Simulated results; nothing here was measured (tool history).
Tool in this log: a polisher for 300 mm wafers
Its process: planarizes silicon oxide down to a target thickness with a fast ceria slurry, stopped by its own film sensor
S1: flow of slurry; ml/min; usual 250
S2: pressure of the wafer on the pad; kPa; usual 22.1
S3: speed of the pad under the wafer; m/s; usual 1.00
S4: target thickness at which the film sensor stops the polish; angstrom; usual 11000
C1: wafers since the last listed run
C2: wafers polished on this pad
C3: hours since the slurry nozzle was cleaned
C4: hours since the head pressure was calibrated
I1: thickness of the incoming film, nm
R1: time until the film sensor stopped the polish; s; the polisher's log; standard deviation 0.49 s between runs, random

run,hour,S1,S2,S3,S4,C1,C2,C3,C4,I1,R1
1,0.0,250,22.1,1.00,12550,0,612,172.3,100.2,1980.3,44.5
# hour 20.9: slurry nozzle cleaned
2,34.4,250,22.1,1.00,12550,356,969,13.5,134.6,2032.5,46.6
3,68.5,250,22.1,1.00,11000,364,1333,47.6,168.7,1991.9,54.4
4,89.3,250,22.1,1.00,11000,222,1555,68.4,189.5,2002.2,56.0
# hour 131.1: worn pad replaced by a new one
5,173.9,250,26.9,1.00,9910,860,456,153.0,274.1,2005.4,52.1
6,203.9,250,22.1,0.74,11000,320,777,183.0,304.1,2023.4,74.5
7,225.2,250,22.1,0.74,11000,227,1004,204.3,325.4,1988.5,74.9
# hour 242.8: slurry nozzle cleaned
8,277.2,250,22.1,0.74,11000,544,1549,34.4,377.4,1999.7,73.4
9,296.7,250,22.1,1.12,9860,208,1757,53.9,396.9,1962.9,55.1
# hour 305.6: worn pad replaced by a new one
10,317.1,250,22.1,1.12,9860,175,123,74.3,417.3,2002.3,52.5
11,331.2,250,22.1,1.12,9860,150,273,88.4,431.4,1986.4,52.6
12,363.7,250,22.1,1.00,11000,347,620,120.9,463.9,1980.4,51.6
# hour 383.2: head pressure recalibrated
13,386.7,250,22.1,1.00,11000,224,845,143.9,3.5,1984.2,52.9
14,414.3,250,22.1,1.00,11000,294,1139,171.5,31.1,1987.8,55.6
15,435.1,215,22.1,1.00,11000,222,1362,192.3,51.9,1998.7,59.1
# hour 444.3: slurry nozzle cleaned
16,450.6,215,22.1,1.00,11000,154,1516,6.3,67.4,1992.9,56.7
# hour 467.8: worn pad replaced by a new one
17,534.8,250,22.1,1.00,11000,856,715,90.5,151.6,1980.5,52.3
18,561.4,250,28.3,0.82,9350,284,999,117.1,178.2,2002.6,65.9
19,581.9,250,22.1,0.90,8190,218,1218,137.6,198.7,2041.8,85.2
20,595.8,285,19.3,1.00,11000,148,1367,151.5,212.6,1994.6,61.0
21,608.3,250,16.5,1.00,11000,133,1500,164.0,225.1,2034.3,74.0
# hour 630.9: worn pad replaced by a new one
22,634.6,250,22.1,1.00,11000,238,39,190.3,251.4,2001.2,53.5

Run 23 has not been measured yet. What should we expect?
23,650.7,180,26.9,1.22,9230,171,211,206.4,267.5,1996.2,?

R1: 51.1 s
If the tool had no hidden condition, the same run with the same run-to-run variation would have returned R1 45.2 s.

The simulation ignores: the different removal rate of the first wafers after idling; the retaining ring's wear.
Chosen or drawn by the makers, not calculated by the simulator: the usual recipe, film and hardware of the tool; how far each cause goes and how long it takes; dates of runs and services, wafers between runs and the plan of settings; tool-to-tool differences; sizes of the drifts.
